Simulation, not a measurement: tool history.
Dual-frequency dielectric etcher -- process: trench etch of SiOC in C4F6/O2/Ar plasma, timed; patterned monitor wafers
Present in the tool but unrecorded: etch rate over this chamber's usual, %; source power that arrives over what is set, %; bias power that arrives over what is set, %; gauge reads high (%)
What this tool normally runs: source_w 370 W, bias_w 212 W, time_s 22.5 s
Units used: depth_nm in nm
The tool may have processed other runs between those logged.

run,hour,source_w,bias_w,time_s,wafers since the last listed run,hours since the last wet clean,hours since the last source power generator calibration,hours since the last bias power generator calibration,hours since the last upper electrode change,hours since the gauge calibration,"read-back reference wafer on the same gauge, depth_nm",depth_nm
1,0,370,212,22.5,0,210.5,1253.1,1590.3,1606.7,67.8,42.32,43.95
2,30.7,370,212,22.5,630,241.2,1283.8,1621,1637.4,98.5,42.28,44.16
3,83.9,370,212,22.5,1093,294.4,1337,1674.2,1690.6,151.7,42.31,43.93
4,135.6,310,212,22.5,1062,346.1,1388.7,1725.9,1742.3,203.4,42.34,41.65
5,163.6,310,212,22.5,575,374.1,1416.7,1753.9,1770.3,231.4,42.32,41.28
6,234.2,370,212,22.5,1451,444.7,1487.3,1824.5,1840.9,302,42.29,43.65
7,279.5,370,212,22.5,931,490,1532.6,1869.8,1886.2,347.3,42.26,43.34
# hour 322.3: wet clean of the chamber
8,322.8,370,212,22.5,396,0.5,1575.9,1913.1,1929.5,390.6,42.25,44.65
9,349.9,370,212,22.5,556,27.6,1603,1940.2,1956.6,417.7,42.29,44.66
# hour 387.1: source power generator calibrated
10,419.9,370,212,22.5,1356,97.6,32.8,2010.2,2026.6,487.7,42.28,44.4
11,451.1,370,212,22.5,641,128.8,64,2041.4,2057.8,518.9,42.31,44.46
12,495.3,370,212,22.5,908,173,108.2,2085.6,2102,563.1,42.28,44.15
13,554.1,370,212,22.5,1208,231.8,167,2144.4,2160.8,621.9,42.3,44.12
14,622.7,370,212,22.5,1409,300.4,235.6,2213,2229.4,690.5,42.31,44.12
# hour 644.4: gauge calibrated
15,647,400,212,16,499,324.7,259.9,2237.3,2253.7,2.6,42.3,31.77
16,693.5,370,236,22.5,955,371.2,306.4,2283.8,2300.2,49.1,42.28,45.03
17,750.2,370,212,22.5,1165,427.9,363.1,2340.5,2356.9,105.8,42.26,43.74
18,791.4,420,212,16,846,469.1,404.3,2381.7,2398.1,147,42.32,32.07
19,834.9,320,164,16.5,894,512.6,447.8,2425.2,2441.6,190.5,42.3,28.59
# hour 902.5: wet clean of the chamber
# hour 913.4: upper electrode replaced
20,913.9,370,212,22.5,907,11.4,526.8,2504.2,0.5,269.5,42.28,44.95
21,914.2,370,212,22.5,6,11.7,527.1,2504.5,0.8,269.8,42.3,44.52
# hour 922.3: bias power generator calibrated
22,955.7,450,192,19.5,770,53.2,568.6,33.4,42.3,311.3,42.3,40.3
23,1005.2,430,244,18,1017,102.7,618.1,82.9,91.8,360.8,42.28,38.61
24,1050.5,420,212,22.5,931,148,663.4,128.2,137.1,406.1,42.32,46.6
25,1114.7,280,212,20,1319,212.2,727.6,192.4,201.3,470.3,42.28,36.24
26,1158.9,370,212,22.5,908,256.4,771.8,236.6,245.5,514.5,42.29,44.27
27,1191.4,370,212,22.5,667,288.9,804.3,269.1,278,547,42.29,44
28,1235.6,320,171,22.5,908,333.1,848.5,313.3,322.2,591.2,42.29,39.68

List, for all runs, the conditions of the tool that the log does not record:
source power that arrives over what is set, %: 0 in every run
bias power that arrives over what is set, %: 0 in every run
gauge reads high (%): 0 in every run
H1: etch rate over this chamber's usual, %
run,H1
1,-1.02
2,-1.21
3,-1.54
4,-1.87
5,-2.04
6,-2.48
7,-2.77
8,-0.0788
9,-0.249
10,-0.687
11,-0.883
12,-1.16
13,-1.53
14,-1.96
15,-2.11
16,-2.4
17,-2.76
18,-3.02
19,-3.29
20,-0.0125
21,-0.0144
22,-0.274
23,-0.585
24,-0.868
25,-1.27
26,-1.55
27,-1.75
28,-2.03
